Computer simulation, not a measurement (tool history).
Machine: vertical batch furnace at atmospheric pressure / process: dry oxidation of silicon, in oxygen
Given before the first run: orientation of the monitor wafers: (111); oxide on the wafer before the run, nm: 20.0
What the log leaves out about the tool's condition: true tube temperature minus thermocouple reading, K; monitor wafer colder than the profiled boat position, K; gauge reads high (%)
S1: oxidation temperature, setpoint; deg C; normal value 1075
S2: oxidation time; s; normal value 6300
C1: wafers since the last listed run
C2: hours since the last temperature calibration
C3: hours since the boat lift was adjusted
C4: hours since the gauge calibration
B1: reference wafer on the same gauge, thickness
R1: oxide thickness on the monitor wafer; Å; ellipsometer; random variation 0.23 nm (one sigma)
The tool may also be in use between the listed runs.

Run 1, hour 0.0: usual settings but S1 1082 deg C; C1 0; C2 4866.6; C3 4120.5; C4 129.0; B1 158.91. Result: R1 1581.3 Å.
Run 2, hour 31.9: usual settings but S1 1082 deg C; C1 418; C2 4898.5; C3 4152.4; C4 160.9; B1 158.84. Result: R1 1583.2 Å.
Run 3, hour 83.2: usual settings but S1 1082 deg C; C1 673; C2 4949.8; C3 4203.7; C4 212.2; B1 158.68. Result: R1 1582.6 Å.
Run 4, hour 116.8: usual settings but S2 4740 s; C1 440; C2 4983.4; C3 4237.3; C4 245.8; B1 158.64. Result: R1 1288.1 Å.
Run 5, hour 132.9: usual settings; C1 211; C2 4999.5; C3 4253.4; C4 261.9; B1 158.53. Result: R1 1515.5 Å.
Run 6, hour 161.0: usual settings; C1 368; C2 5027.6; C3 4281.5; C4 290.0; B1 158.43. Result: R1 1519.1 Å.
Run 7, hour 186.5: usual settings; C1 334; C2 5053.1; C3 4307.0; C4 315.5; B1 158.39. Result: R1 1515.2 Å.
Run 8, hour 216.0: usual settings; C1 387; C2 5082.6; C3 4336.5; C4 345.0; B1 158.25. Result: R1 1511.9 Å.
At hour 338.0: boat lift adjusted.
Run 9, hour 338.5: usual settings; C1 1292; C2 5205.1; C3 0.5; C4 467.5; B1 157.71. Result: R1 1505.6 Å.
Run 10, hour 352.2: usual settings; C1 179; C2 5218.8; C3 14.2; C4 481.2; B1 157.67. Result: R1 1508.1 Å.
Run 11, hour 386.8: usual settings; C1 454; C2 5253.4; C3 48.8; C4 515.8; B1 157.47. Result: R1 1508.4 Å.
Run 12, hour 412.1: usual settings; C1 332; C2 5278.7; C3 74.1; C4 541.1; B1 157.30. Result: R1 1503.7 Å.
At hour 444.8: thermocouples replaced and temperature profile calibrated.
Run 13, hour 445.3: usual settings; C1 120; C2 0.5; C3 107.3; C4 574.3; B1 157.05. Result: R1 1500.8 Å.
Run 14, hour 451.2: usual settings; C1 77; C2 6.4; C3 113.2; C4 580.2; B1 157.06. Result: R1 1501.4 Å.
Run 15, hour 480.7: usual settings; C1 387; C2 35.9; C3 142.7; C4 609.7; B1 156.90. Result: R1 1499.5 Å.
Run 16, hour 496.8: usual settings but S1 1088 deg C, S2 4830 s; C1 211; C2 52.0; C3 158.8; C4 625.8; B1 156.71. Result: R1 1391.6 Å.
Run 17, hour 508.8: usual settings but S1 1082 deg C, S2 5160 s; C1 157; C2 64.0; C3 170.8; C4 637.8; B1 156.71. Result: R1 1393.2 Å.
At hour 511.6: gauge calibrated.
Run 18, hour 542.5: usual settings but S1 1093 deg C, S2 4740 s; C1 442; C2 97.7; C3 204.5; C4 30.9; B1 158.85. Result: R1 1436.4 Å.
Run 19, hour 559.7: usual settings but S1 1087 deg C, S2 3510 s; C1 225; C2 114.9; C3 221.7; C4 48.1; B1 158.83. Result: R1 1165.4 Å.
Run 20, hour 583.8: usual settings; C1 316; C2 139.0; C3 245.8; C4 72.2; B1 158.77. Result: R1 1519.8 Å.
Run 21, hour 599.8: usual settings but S1 1088 deg C, S2 4890 s; C1 209; C2 155.0; C3 261.8; C4 88.2; B1 158.76. Result: R1 1414.9 Å.
Run 22, hour 616.8: usual settings; C1 223; C2 172.0; C3 278.8; C4 105.2; B1 158.72. Result: R1 1517.7 Å.
Run 23, hour 632.2: usual settings but S2 7860 s; C1 202; C2 187.4; C3 294.2; C4 120.6; B1 158.72. Result: R1 1724.4 Å.
Run 24, hour 667.0: usual settings but S2 9000 s; C1 456; C2 222.2; C3 329.0; C4 155.4; B1 158.66. Result: R1 1865.1 Å.
Run 25, hour 699.6: usual settings but S1 1084 deg C, S2 8730 s; C1 427; C2 254.8; C3 361.6; C4 188.0; B1 158.67. Result: R1 1928.3 Å.
Run 26, hour 728.2: usual settings but S2 4740 s; C1 375; C2 283.4; C3 390.2; C4 216.6; B1 158.54. Result: R1 1289.0 Å.
Run 27, hour 741.3: usual settings; C1 171; C2 296.5; C3 403.3; C4 229.7; B1 158.51. Result: R1 1516.1 Å.
Run 28, hour 767.1: usual settings; C1 338; C2 322.3; C3 429.1; C4 255.5; B1 158.51. Result: R1 1514.4 Å.
Run 29, hour 792.7: usual settings; C1 335; C2 347.9; C3 454.7; C4 281.1; B1 158.40. Result: R1 1519.2 Å.
Run 30, hour 820.5: usual settings but S1 1062 deg C, S2 3150 s; C1 364; C2 375.7; C3 482.5; C4 308.9; B1 158.25. Result: R1 940.9 Å.

Run by run, hidden condition taken away, random variation retained:
run      R1
  1  1582.7
  2  1585.1
  3  1585.6
  4  1291.3
  5  1519.7
  6  1524.1
  7  1521.0
  8  1518.8
  9  1517.9
 10  1521.1
 11  1523.2
 12  1519.9
 13  1519.0
 14  1520.0
 15  1520.0
 16  1411.6
 17  1414.1
 18  1437.9
 19  1166.7
 20  1521.7
 21  1416.8
 22  1519.8
 23  1727.1
 24  1868.7
 25  1932.8
 26  1292.5
 27  1520.5
 28  1519.5
 29  1525.0
 30   945.1

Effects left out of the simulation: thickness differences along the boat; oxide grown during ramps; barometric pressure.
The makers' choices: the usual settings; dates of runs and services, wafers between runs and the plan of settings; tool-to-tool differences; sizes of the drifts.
